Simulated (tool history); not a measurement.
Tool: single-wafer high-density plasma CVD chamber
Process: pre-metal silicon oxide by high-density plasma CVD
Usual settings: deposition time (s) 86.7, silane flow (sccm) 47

run	hour	deposition time (s)	silane flow (sccm)	read-back reference wafer on the same gauge, thickness_nm	mean film thickness on the monitor wafer (Å)
1	0.0	86.7	54	328.883	4511.39
2	14.1	86.7	54	328.910	4493.01
3	31.8	86.7	47	328.893	3920.38
4	45.5	86.7	47	328.960	3908.96
5	57.7	86.7	47	328.957	3925.95
6	74.8	86.7	47	328.885	3924.53
7	81.3	86.7	47	328.973	3920.13
8	89.5	86.7	47	329.034	3912.99
9	104.1	86.7	47	328.969	3920.66
10	121.5	86.7	47	328.879	3916.18
11	129.4	98.6	47	328.798	4449.65
12	136.2	98.6	47	329.180	4458.06
13	143.3	98.6	47	329.033	4449.54
14	159.2	73.5	40	328.995	2824.52
15	173.4	86.7	47	329.062	3925.47
16	187.9	76.9	39	328.910	2882.00
17	204.9	92.9	51	328.945	4551.78
18	216.5	100.2	53	329.024	5107.26
19	232.9	86.7	52	328.798	4338.34
20	241.7	75.7	43	328.982	3129.66
21	250.8	86.7	40	329.066	3329.20
22	264.5	71.2	53	329.032	3626.33
23	271.9	86.7	47	328.998	3910.94
24	283.6	86.7	42	329.054	3495.72
25	293.6	86.7	47	328.894	3915.56
26	309.7	79.3	38	328.937	2896.90
27	316.8	102.5	40	328.975	3946.54

Not shown: 2 entries that the log had between the listed runs. Between which runs, and how does the tool's hidden state differ before and after?
Between runs 13 and 14: gauge calibrated (hour 153.2)
  no hidden state differs between the two runs
Between runs 16 and 17: silane flow controller replaced (hour 197.1)
  no hidden state differs between the two runs
